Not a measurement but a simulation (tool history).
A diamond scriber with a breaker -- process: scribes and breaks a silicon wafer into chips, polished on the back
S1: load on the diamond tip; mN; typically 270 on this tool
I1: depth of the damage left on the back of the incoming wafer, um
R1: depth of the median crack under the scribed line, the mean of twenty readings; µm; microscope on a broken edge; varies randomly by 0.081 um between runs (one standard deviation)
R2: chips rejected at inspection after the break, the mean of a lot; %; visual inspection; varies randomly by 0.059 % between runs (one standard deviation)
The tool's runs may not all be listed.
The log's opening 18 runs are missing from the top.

run,hour,S1,I1,R1,R2
19,440.1,326,0.02,10.46,4.10
20,455.2,318,0.03,10.15,3.29
21,485.4,247,0.04,8.55,3.27
22,498.3,293,0.03,9.56,1.38
23,510.4,303,0.01,9.80,1.69
24,534.7,215,0.05,7.87,10.11
25,546.9,306,0.05,9.98,1.71
26,562.4,307,0.02,9.81,1.85
27,582.9,301,0.03,9.63,1.43
28,603.8,348,0.03,10.77,5.62
29,670.4,270,0.02,8.97,2.08
30,701.9,243,0.04,8.36,5.37
31,728.9,327,0.02,10.00,2.56
32,748.8,270,0.02,8.91,2.09
33,771.9,296,0.02,9.54,1.14
34,798.6,329,0.04,10.01,2.40
# hour 807.4: diamond tip replaced by a new one
35,830.5,234,0.02,7.90,8.66
36,861.4,321,0.03,9.95,1.71
37,879.6,330,0.01,10.17,2.50
38,896.0,346,0.01,10.29,3.68
39,930.0,270,0.04,8.74,2.40
40,943.3,238,0.01,8.07,7.56
41,957.4,292,0.02,9.24,1.36
42,975.4,270,0.02,8.74,2.46

Consider 4 possible next runs. They are alternatives, not a sequence: every one starts from the tool as it was left by run 42. What does each give?
A,976.0,270,0.02,?,?
B,976.0,343,0.02,?,?
C,976.0,228,0.02,?,?
D,976.0,299,0.02,?,?

run,R1,R2
A,8.81,2.88
B,10.37,3.36
C,7.85,11.09
D,9.45,1.26
Had the tool no hidden state, the same runs would have come out as:
run,R1,R2
A,9.51,1.24
B,11.19,8.46
C,8.47,4.96
D,10.19,2.61
